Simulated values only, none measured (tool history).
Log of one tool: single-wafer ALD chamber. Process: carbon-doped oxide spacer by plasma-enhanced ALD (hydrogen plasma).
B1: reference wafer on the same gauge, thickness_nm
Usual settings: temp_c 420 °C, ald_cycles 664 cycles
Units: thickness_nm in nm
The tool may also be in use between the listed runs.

Run 1, day 0.000: usual settings but ald_cycles 575 cycles; B1 32.693. Result: thickness_nm 27.112 nm.
Run 2, day 1.250: usual settings but ald_cycles 575 cycles; B1 32.715. Result: thickness_nm 27.462 nm.
Run 3, day 2.046: usual settings but ald_cycles 575 cycles; B1 32.704. Result: thickness_nm 27.202 nm.
Run 4, day 2.612: usual settings but temp_c 412 °C; B1 32.704. Result: thickness_nm 32.315 nm.
Run 5, day 3.667: usual settings but temp_c 412 °C; B1 32.701. Result: thickness_nm 32.342 nm.
Run 6, day 4.233: usual settings; B1 32.710. Result: thickness_nm 31.570 nm.
Run 7, day 5.162: usual settings; B1 32.704. Result: thickness_nm 31.462 nm.
Run 8, day 6.138: usual settings; B1 32.692. Result: thickness_nm 31.491 nm.
Run 9, day 7.108: usual settings; B1 32.728. Result: thickness_nm 31.374 nm.
Run 10, day 7.704: usual settings; B1 32.689. Result: thickness_nm 31.668 nm.
Run 11, day 8.983: usual settings but temp_c 417 °C; B1 32.685. Result: thickness_nm 32.153 nm.
Run 12, day 9.638: usual settings; B1 32.704. Result: thickness_nm 31.757 nm.
Run 13, day 10.700: usual settings; B1 32.664. Result: thickness_nm 31.488 nm.
Run 14, day 11.300: usual settings; B1 32.681. Result: thickness_nm 31.668 nm.
At day 14.912: gauge calibrated.
Run 15, day 15.621: usual settings; B1 32.695. Result: thickness_nm 31.631 nm.
Run 16, day 16.829: usual settings; B1 32.710. Result: thickness_nm 31.319 nm.
Run 17, day 18.033: usual settings; B1 32.677. Result: thickness_nm 31.704 nm.
Run 18, day 22.250: usual settings; B1 32.694. Result: thickness_nm 31.632 nm.
Run 19, day 23.196: usual settings; B1 32.685. Result: thickness_nm 31.661 nm.
Run 20, day 23.792: usual settings; B1 32.708. Result: thickness_nm 31.635 nm.
At day 25.138: thermocouple changed; heater temperature recalibrated.
Run 21, day 25.188: usual settings but temp_c 406 °C; B1 32.698. Result: thickness_nm 32.512 nm.
Run 22, day 26.308: usual settings but temp_c 415 °C, ald_cycles 760 cycles; B1 32.686. Result: thickness_nm 36.042 nm.
Run 23, day 27.350: usual settings but ald_cycles 541 cycles; B1 32.685. Result: thickness_nm 25.099 nm.
Run 24, day 28.129: usual settings but ald_cycles 741 cycles; B1 32.712. Result: thickness_nm 34.520 nm.
Run 25, day 28.733: usual settings but temp_c 411 °C, ald_cycles 551 cycles; B1 32.715. Result: thickness_nm 26.650 nm.
Run 26, day 30.196: usual settings but ald_cycles 741 cycles; B1 32.697. Result: thickness_nm 34.973 nm.
Run 27, day 31.404: usual settings; B1 32.672. Result: thickness_nm 31.210 nm.
Run 28, day 32.204: usual settings; B1 32.715. Result: thickness_nm 31.161 nm.
Run 29, day 33.162: usual settings but temp_c 409 °C, ald_cycles 571 cycles; B1 32.710. Result: thickness_nm 28.056 nm.
Run 30, day 33.975: usual settings but temp_c 432 °C, ald_cycles 533 cycles; B1 32.691. Result: thickness_nm 24.006 nm.
Run 31, day 35.221: usual settings but temp_c 411 °C, ald_cycles 780 cycles; B1 32.687. Result: thickness_nm 38.059 nm.
Run 32, day 38.417: usual settings but temp_c 410 °C, ald_cycles 564 cycles; B1 32.713. Result: thickness_nm 27.522 nm.
Run 33, day 39.338: usual settings but temp_c 430 °C, ald_cycles 725 cycles; B1 32.672. Result: thickness_nm 33.025 nm.
Run 34, day 40.800: usual settings; B1 32.717. Result: thickness_nm 31.678 nm.
Run 35, day 41.800: usual settings but ald_cycles 757 cycles; B1 32.713. Result: thickness_nm 35.818 nm.
Run 36, day 45.050: usual settings but temp_c 432 °C, ald_cycles 533 cycles; B1 32.691. Result: thickness_nm 24.128 nm.
Run 37, day 46.117: usual settings but ald_cycles 615 cycles; B1 32.709. Result: thickness_nm 29.220 nm.
Run 38, day 47.200: usual settings but temp_c 435 °C, ald_cycles 793 cycles; B1 32.712. Result: thickness_nm 35.767 nm.
Run 39, day 48.050: usual settings; B1 32.699. Result: thickness_nm 31.517 nm.

5 ways to go on from here, each from the tool as it stands after run 39. What would each give?
Run A, day 48.108: usual settings; B1 ?. Result: thickness_nm ?.
Run B, day 48.108: usual settings but temp_c 426 °C, ald_cycles 762 cycles; B1 ?. Result: thickness_nm ?.
Run C, day 48.108: usual settings but temp_c 427 °C; B1 ?. Result: thickness_nm ?.
Run D, day 48.108: usual settings but temp_c 410 °C, ald_cycles 707 cycles; B1 ?. Result: thickness_nm ?.
Run E, day 48.108: usual settings but temp_c 425 °C, ald_cycles 587 cycles; B1 ?. Result: thickness_nm ?.

run      B1  thickness_nm
  A  32.696        31.604
  B  32.696        35.488
  C  32.696        30.811
  D  32.696        34.856
  E  32.696        27.438
Without the tool's hidden state the same runs would have given:
run  thickness_nm
  A        31.119
  B        34.932
  C        30.326
  D        34.339
  E        27.010
